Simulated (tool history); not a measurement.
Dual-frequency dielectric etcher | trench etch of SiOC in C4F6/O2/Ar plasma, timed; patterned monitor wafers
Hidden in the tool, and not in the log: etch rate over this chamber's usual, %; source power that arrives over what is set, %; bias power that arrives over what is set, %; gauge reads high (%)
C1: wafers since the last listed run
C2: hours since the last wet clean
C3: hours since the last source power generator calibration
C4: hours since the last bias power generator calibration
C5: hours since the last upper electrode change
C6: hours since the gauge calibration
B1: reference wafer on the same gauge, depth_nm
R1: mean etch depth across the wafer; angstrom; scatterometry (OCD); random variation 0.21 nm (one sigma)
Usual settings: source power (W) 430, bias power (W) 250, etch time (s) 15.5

Run 1, day 0.000: usual settings; C1 0; C2 179.9; C3 1719.7; C4 2855.7; C5 2510.0; C6 304.8; B1 37.67. Result: R1 340.6 angstrom.
Run 2, day 3.746: usual settings but bias power (W) 232; C1 1392; C2 269.8; C3 1809.6; C4 2945.6; C5 2599.9; C6 394.7; B1 37.68. Result: R1 336.0 angstrom.
At day 12.638: wet clean of the chamber.
Run 3, day 14.804: usual settings but bias power (W) 232; C1 3739; C2 52.0; C3 2075.0; C4 3211.0; C5 2865.3; C6 660.1; B1 37.63. Result: R1 343.9 angstrom.
Run 4, day 18.125: usual settings; C1 1234; C2 131.7; C3 2154.7; C4 3290.7; C5 2945.0; C6 739.8; B1 37.69. Result: R1 354.0 angstrom.
Run 5, day 19.733: usual settings; C1 597; C2 170.3; C3 2193.3; C4 3329.3; C5 2983.6; C6 778.4; B1 37.63. Result: R1 354.0 angstrom.
Run 6, day 31.504: usual settings; C1 4375; C2 452.8; C3 2475.8; C4 3611.8; C5 3266.1; C6 1060.9; B1 37.68. Result: R1 357.9 angstrom.
At day 34.004: wet clean of the chamber, repeated, since the last time left the tool worse.
Run 7, day 34.812: usual settings; C1 858; C2 19.4; C3 2555.2; C4 3691.2; C5 3345.5; C6 1140.3; B1 37.69. Result: R1 337.4 angstrom.
Run 8, day 38.700: usual settings; C1 1445; C2 112.7; C3 2648.5; C4 3784.5; C5 3438.8; C6 1233.6; B1 37.61. Result: R1 334.7 angstrom.
At day 39.338: source power generator calibrated.
Run 9, day 51.354: usual settings but etch time (s) 18.0; C1 4642; C2 416.4; C3 288.4; C4 4088.2; C5 3742.5; C6 1537.3; B1 37.68. Result: R1 403.1 angstrom.
At day 55.004: wet clean of the chamber.
Run 10, day 55.025: usual settings; C1 992; C2 0.5; C3 376.5; C4 4176.3; C5 3830.6; C6 1625.4; B1 37.76. Result: R1 337.1 angstrom.
Run 11, day 56.288: usual settings; C1 469; C2 30.8; C3 406.8; C4 4206.6; C5 3860.9; C6 1655.7; B1 37.69. Result: R1 335.0 angstrom.
Run 12, day 58.029: usual settings; C1 647; C2 72.6; C3 448.6; C4 4248.4; C5 3902.7; C6 1697.5; B1 37.67. Result: R1 336.6 angstrom.
Run 13, day 60.712: usual settings; C1 997; C2 137.0; C3 513.0; C4 4312.8; C5 3967.1; C6 1761.9; B1 37.67. Result: R1 342.0 angstrom.
Run 14, day 62.567: usual settings but source power (W) 510; C1 689; C2 181.5; C3 557.5; C4 4357.3; C5 4011.6; C6 1806.4; B1 37.69. Result: R1 355.7 angstrom.
Run 15, day 64.088: usual settings but source power (W) 360, bias power (W) 278, etch time (s) 18.5; C1 565; C2 218.0; C3 594.0; C4 4393.8; C5 4048.1; C6 1842.9; B1 37.69. Result: R1 402.2 angstrom.
Run 16, day 67.900: usual settings but etch time (s) 13.0; C1 1417; C2 309.5; C3 685.5; C4 4485.3; C5 4139.6; C6 1934.4; B1 37.62. Result: R1 286.0 angstrom.
Run 17, day 70.108: usual settings but bias power (W) 191; C1 820; C2 362.5; C3 738.5; C4 4538.3; C5 4192.6; C6 1987.4; B1 37.61. Result: R1 315.2 angstrom.
Run 18, day 73.954: usual settings but source power (W) 340, bias power (W) 202, etch time (s) 12.5; C1 1429; C2 454.8; C3 830.8; C4 4630.6; C5 4284.9; C6 2079.7; B1 37.61. Result: R1 241.7 angstrom.
At day 74.271: bias power generator calibrated.
At day 75.038: wet clean of the chamber.
Run 19, day 77.900: usual settings; C1 1120; C2 68.7; C3 925.5; C4 87.1; C5 4379.6; C6 2174.4; B1 37.78. Result: R1 338.3 angstrom.
At day 79.046: upper electrode replaced.
At day 79.188: gauge calibrated.
Run 20, day 80.908: usual settings; C1 746; C2 140.9; C3 997.7; C4 159.3; C5 44.7; C6 41.3; B1 37.68. Result: R1 336.6 angstrom.
Run 21, day 84.483: usual settings but bias power (W) 199; C1 1328; C2 226.7; C3 1083.5; C4 245.1; C5 130.5; C6 127.1; B1 37.76. Result: R1 318.7 angstrom.
Run 22, day 88.396: usual settings; C1 1454; C2 320.6; C3 1177.4; C4 339.0; C5 224.4; C6 221.0; B1 37.64. Result: R1 341.1 angstrom.
Run 23, day 90.325: usual settings; C1 717; C2 366.9; C3 1223.7; C4 385.3; C5 270.7; C6 267.3; B1 37.71. Result: R1 344.6 angstrom.
Run 24, day 94.658: usual settings but source power (W) 480, bias power (W) 310, etch time (s) 12.5; C1 1610; C2 470.9; C3 1327.7; C4 489.3; C5 374.7; C6 371.3; B1 37.79. Result: R1 307.8 angstrom.
Run 25, day 97.167: usual settings; C1 932; C2 531.1; C3 1387.9; C4 549.5; C5 434.9; C6 431.5; B1 37.70. Result: R1 346.1 angstrom.
At day 98.833: wet clean of the chamber.
Run 26, day 99.942: usual settings but bias power (W) 206; C1 659; C2 26.6; C3 1454.5; C4 616.1; C5 501.5; C6 498.1; B1 37.72. Result: R1 313.8 angstrom.
Run 27, day 103.788: usual settings but bias power (W) 226; C1 1429; C2 118.9; C3 1546.8; C4 708.4; C5 593.8; C6 590.4; B1 37.70. Result: R1 329.6 angstrom.
Run 28, day 106.729: usual settings; C1 1093; C2 189.5; C3 1617.4; C4 779.0; C5 664.4; C6 661.0; B1 37.69. Result: R1 342.6 angstrom.

Forecast each of these 5 alternatives for the next run:
Run A, day 106.746: usual settings but source power (W) 390; C1 6; C2 189.9; C3 1617.8; C4 779.4; C5 664.8; C6 661.4; B1 ?. Result: R1 ?.
Run B, day 106.746: usual settings but source power (W) 500, etch time (s) 13.5; C1 6; C2 189.9; C3 1617.8; C4 779.4; C5 664.8; C6 661.4; B1 ?. Result: R1 ?.
Run C, day 106.746: usual settings but source power (W) 490, bias power (W) 191, etch time (s) 17.0; C1 6; C2 189.9; C3 1617.8; C4 779.4; C5 664.8; C6 661.4; B1 ?. Result: R1 ?.
Run D, day 106.746: usual settings but source power (W) 340, etch time (s) 17.5; C1 6; C2 189.9; C3 1617.8; C4 779.4; C5 664.8; C6 661.4; B1 ?. Result: R1 ?.
Run E, day 106.746: usual settings but source power (W) 540, bias power (W) 208, etch time (s) 19.5; C1 6; C2 189.9; C3 1617.8; C4 779.4; C5 664.8; C6 661.4; B1 ?. Result: R1 ?.

run     B1     R1
  A  37.67  329.8
  B  37.67  308.0
  C  37.67  353.3
  D  37.67  359.2
  E  37.67  428.5
Without the tool's hidden state the same runs would have given:
run     R1
  A  325.9
  B  304.3
  C  349.1
  D  354.9
  E  423.4
